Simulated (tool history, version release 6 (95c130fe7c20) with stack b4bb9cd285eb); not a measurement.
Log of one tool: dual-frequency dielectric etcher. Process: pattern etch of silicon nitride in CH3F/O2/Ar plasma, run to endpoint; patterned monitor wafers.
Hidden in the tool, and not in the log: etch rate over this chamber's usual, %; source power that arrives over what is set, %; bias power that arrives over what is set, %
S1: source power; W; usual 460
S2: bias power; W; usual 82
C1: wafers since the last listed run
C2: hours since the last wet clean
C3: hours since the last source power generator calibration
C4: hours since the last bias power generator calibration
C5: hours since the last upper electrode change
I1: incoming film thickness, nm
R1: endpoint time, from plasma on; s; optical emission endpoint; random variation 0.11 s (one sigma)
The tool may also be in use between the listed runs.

run    hour   S1   S2    C1     C2      C3      C4      C5     I1    R1
  1     0.0  460   82     0  141.0  2205.9  2991.3  4520.4  28.72  36.6
  2    84.2  460   67  1183  225.2  2290.1  3075.5  4604.6  29.18  40.9
  3   124.2  460   82   562  265.2  2330.1  3115.5  4644.6  29.21  37.1
  4   149.9  460   72   361  290.9  2355.8  3141.2  4670.3  28.86  39.1
  5   207.2  460   72   805  348.2  2413.1  3198.5  4727.6  29.12  39.2
  6   264.6  460   72   807  405.6  2470.5  3255.9  4785.0  29.15  39.4
  7   306.5  460   82   589  447.5  2512.4  3297.8  4826.9  29.40  37.2
      495.9  -- wet clean of the chamber
  8   518.4  460   82  2641   22.5  2724.3  3509.7  5038.8  29.05  37.3
  9   556.2  460   82   531   60.3  2762.1  3547.5  5076.6  28.76  37.0
      595.7  -- source power generator calibrated
 10   621.2  550   82   857  125.3    25.5  3612.5  5141.6  29.47  36.2
 11   654.4  550   82   466  158.5    58.7  3645.7  5174.8  29.15  35.5
 12   707.2  550   82   742  211.3   111.5  3698.5  5227.6  29.02  35.4
 13   749.2  540   82   590  253.3   153.5  3740.5  5269.6  29.25  35.9
      784.6  -- bias power generator calibrated
 14   809.4  490   77   790  313.5   213.7    24.8  5329.8  29.18  36.9
 15   839.0  500   97   416  343.1   243.3    54.4  5359.4  29.17  32.8
 16   901.6  540   64   880  405.7   305.9   117.0  5422.0  28.98  38.8
 17   968.0  420   82   933  472.1   372.3   183.4  5488.4  29.12  37.4
 18  1014.0  460   82   646  518.1   418.3   229.4  5534.4  29.32  36.5
     1041.4  -- wet clean of the chamber
 19  1070.0  540   70   449   28.6   474.3   285.4  5590.4  29.04  37.5
     1224.3  -- upper electrode replaced
 20  1241.2  540  101  2069  199.8   645.5   456.6    16.9  29.20  31.8
 21  1304.8  460   82   894  263.4   709.1   520.2    80.5  29.00  36.2
 22  1364.6  350   88   840  323.2   768.9   580.0   140.3  29.01  37.9
 23  1426.6  340   62   871  385.2   830.9   642.0   202.3  28.80  44.8
 24  1484.3  500   68   811  442.9   888.6   699.7   260.0  29.04  38.8
 25  1512.4  460   82   395  471.0   916.7   727.8   288.1  29.18  36.4
     1584.7  -- wet clean of the chamber
 26  1585.2  370   76   686    0.5   989.5   800.6   360.9  29.14  40.3
 27  1619.3  360  100   479   34.6  1023.6   834.7   395.0  29.10  35.5

Forecast each of these 3 alternatives for the next run:
  A  1619.7  460  82   5  35.0  1024.0  835.1  395.4  29.23   ?
  B  1619.7  350  93   5  35.0  1024.0  835.1  395.4  29.23   ?
  C  1619.7  390  69   5  35.0  1024.0  835.1  395.4  29.23   ?

run    R1
  A  36.8
  B  37.4
  C  41.9
Without the tool's hidden state the same runs would have given:
run    R1
  A  36.8
  B  37.3
  C  41.9

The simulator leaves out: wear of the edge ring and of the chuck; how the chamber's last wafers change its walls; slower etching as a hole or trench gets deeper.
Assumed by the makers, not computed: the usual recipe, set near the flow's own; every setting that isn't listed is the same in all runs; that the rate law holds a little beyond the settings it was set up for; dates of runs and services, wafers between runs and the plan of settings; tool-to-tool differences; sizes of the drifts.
